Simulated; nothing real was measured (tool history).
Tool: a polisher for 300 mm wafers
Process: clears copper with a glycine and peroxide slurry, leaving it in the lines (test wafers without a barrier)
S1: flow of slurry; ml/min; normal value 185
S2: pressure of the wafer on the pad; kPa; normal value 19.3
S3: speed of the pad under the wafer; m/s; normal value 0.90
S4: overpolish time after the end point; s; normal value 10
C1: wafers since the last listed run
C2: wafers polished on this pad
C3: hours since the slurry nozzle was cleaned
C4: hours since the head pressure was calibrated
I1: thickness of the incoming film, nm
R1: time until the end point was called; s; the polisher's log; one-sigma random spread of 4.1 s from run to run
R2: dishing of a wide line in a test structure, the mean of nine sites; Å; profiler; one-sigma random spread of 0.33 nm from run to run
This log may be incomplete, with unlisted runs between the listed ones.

run   hour   S1    S2    S3  S4   C1   C2     C3     C4     I1     R1   R2
  1    0.0  185  19.3  0.90  10    0  141  586.5  193.8  805.0  231.4  313
  2    9.1  185  19.3  0.90  10   68  210  595.6  202.9  797.3  221.9  307
  3   24.8  185  19.3  0.90  10  118  328  611.3  218.6  795.5  228.2  315
  4   36.3  185  19.3  0.90  10   86  415  622.8  230.1  796.2  234.0  315
      47.0  -- worn pad replaced by a new one
  5   82.1  185  19.3  1.02  10  315  265  668.6  275.9  804.8  198.7  343
  6   90.5  185  19.3  1.02  10   63  328  677.0  284.3  785.3  198.6  344
  7  108.4  185  19.3  0.82  10  135  463  694.9  302.2  800.4  232.0  294
  8  119.3  185  19.3  0.82  10   82  545  705.8  313.1  800.8  235.6  296
     124.4  -- worn pad replaced by a new one
  9  150.7  185  19.3  0.82  10  206  198  737.2  344.5  789.9  233.4  299
 10  159.4  185  19.3  1.04  10   65  264  745.9  353.2  791.7  189.7  362
 11  166.6  185  19.3  1.04  10   54  318  753.1  360.4  785.5  188.6  357
 12  181.3  185  19.3  0.90  10  110  429  767.8  375.1  800.4  226.9  320
 13  189.0  185  19.3  0.90  10   58  487  775.5  382.8  785.0  213.0  327
     197.6  -- worn pad replaced by a new one
 14  199.9  185  14.5  0.90   8   52   17  786.4  393.7  794.5  270.5  222
 15  212.7  145  19.3  0.90  10   96  114  799.2  406.5  790.1  224.9  313
     217.3  -- head pressure recalibrated
 16  224.9  135  19.3  1.08   7   76  191  811.4    7.6  802.6  206.5  244
 17  238.6  150  17.2  0.90   8  103  294  825.1   21.3  809.0  259.5  232
     246.1  -- slurry nozzle cleaned
 18  253.3  185  19.3  0.90  10  103  397    7.2   36.0  791.5  228.0  305
     263.2  -- worn pad replaced by a new one
 19  263.7  185  19.3  0.90  10   48    3   17.6   46.4  804.9  228.0  313
 20  277.8  250  15.2  1.16   8  106  110   31.7   60.5  818.1  224.0  266
 21  290.9  160  15.2  0.90   5   98  208   44.8   73.6  809.8  273.1  138
 22  299.0  215  19.3  0.90  10   61  270   52.9   81.7  799.4  221.0  313
 23  309.1  250  19.3  1.04  10   76  346   63.0   91.8  807.5  194.7  358
 24  317.4  215  17.2  0.90   8   62  408   71.3  100.1  806.3  252.5  241

Alternative continuations, all from the tool just after run 24; predict every row:
  A  317.9  185  19.3  0.90  10   3  412  71.8  100.6  793.2   ?   ?
  B  317.9  185  14.5  0.90   4   3  412  71.8  100.6  793.2   ?   ?
  C  317.9  165  23.4  0.72  10   3  412  71.8  100.6  793.2   ?   ?
  D  317.9  220  19.3  0.90  10   3  412  71.8  100.6  793.2   ?   ?

run     R1   R2
  A  214.5  311
  B  265.1  110
  C  225.3  300
  D  209.5  317
What these runs would have given with no unlogged condition in the tool:
run     R1   R2
  A  215.7  309
  B  266.6  110
  C  226.6  299
  D  210.7  316
